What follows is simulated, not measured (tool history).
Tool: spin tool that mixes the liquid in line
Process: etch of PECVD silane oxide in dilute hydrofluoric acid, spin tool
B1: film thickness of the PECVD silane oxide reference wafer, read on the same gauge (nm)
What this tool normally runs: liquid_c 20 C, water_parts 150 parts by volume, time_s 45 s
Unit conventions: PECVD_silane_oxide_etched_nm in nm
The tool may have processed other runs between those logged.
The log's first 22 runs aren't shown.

{"run": 23, "hour": 519.1, "liquid_c": 20, "water_parts": 200, "time_s": 45, "B1": 30, "PECVD_silane_oxide_etched_nm": 3.88}
{"run": 24, "hour": 539.1, "liquid_c": 21.5, "water_parts": 205, "time_s": 60, "B1": 29.99, "PECVD_silane_oxide_etched_nm": 5.29}
{"run": 25, "hour": 566.6, "liquid_c": 20, "water_parts": 150, "time_s": 45, "B1": 29.99, "PECVD_silane_oxide_etched_nm": 5.45}
{"run": 26, "hour": 580.5, "liquid_c": 20, "water_parts": 150, "time_s": 55, "B1": 30.02, "PECVD_silane_oxide_etched_nm": 6.65}
{"run": 27, "hour": 608.4, "liquid_c": 17.5, "water_parts": 210, "time_s": 55, "B1": 30, "PECVD_silane_oxide_etched_nm": 4.05}
{"hour": 633.3, "done": "gauge calibrated"}
{"run": 28, "hour": 633.5, "liquid_c": 17, "water_parts": 90, "time_s": 30, "B1": 30.03, "PECVD_silane_oxide_etched_nm": 5.71}
{"run": 29, "hour": 655.6, "liquid_c": 20, "water_parts": 170, "time_s": 45, "B1": 30.02, "PECVD_silane_oxide_etched_nm": 4.69}
{"run": 30, "hour": 681.6, "liquid_c": 17, "water_parts": 150, "time_s": 45, "B1": 29.99, "PECVD_silane_oxide_etched_nm": 4.81}
{"run": 31, "hour": 707.5, "liquid_c": 20, "water_parts": 150, "time_s": 45, "B1": 30.02, "PECVD_silane_oxide_etched_nm": 5.45}
{"run": 32, "hour": 732.1, "liquid_c": 17, "water_parts": 115, "time_s": 60, "B1": 29.98, "PECVD_silane_oxide_etched_nm": 8.71}

Forecast each of these 5 alternatives for the next run:
{"run": "A", "hour": 732.5, "liquid_c": 20, "water_parts": 150, "time_s": 45, "B1": "?", "PECVD_silane_oxide_etched_nm": "?"}
{"run": "B", "hour": 732.5, "liquid_c": 18.5, "water_parts": 150, "time_s": 25, "B1": "?", "PECVD_silane_oxide_etched_nm": "?"}
{"run": "C", "hour": 732.5, "liquid_c": 22.5, "water_parts": 150, "time_s": 55, "B1": "?", "PECVD_silane_oxide_etched_nm": "?"}
{"run": "D", "hour": 732.5, "liquid_c": 17, "water_parts": 195, "time_s": 25, "B1": "?", "PECVD_silane_oxide_etched_nm": "?"}
{"run": "E", "hour": 732.5, "liquid_c": 20, "water_parts": 150, "time_s": 65, "B1": "?", "PECVD_silane_oxide_etched_nm": "?"}

run=A B1=29.99 PECVD_silane_oxide_etched_nm=5.4
run=B B1=29.99 PECVD_silane_oxide_etched_nm=2.83
run=C B1=29.99 PECVD_silane_oxide_etched_nm=7.28
run=D B1=29.99 PECVD_silane_oxide_etched_nm=1.96
run=E B1=29.99 PECVD_silane_oxide_etched_nm=7.8
Take away the tool's hidden state, keep each run's random variation, and the runs would have read:
run=A PECVD_silane_oxide_etched_nm=5.55
run=B PECVD_silane_oxide_etched_nm=2.9
run=C PECVD_silane_oxide_etched_nm=7.48
run=D PECVD_silane_oxide_etched_nm=2.01
run=E PECVD_silane_oxide_etched_nm=8.01
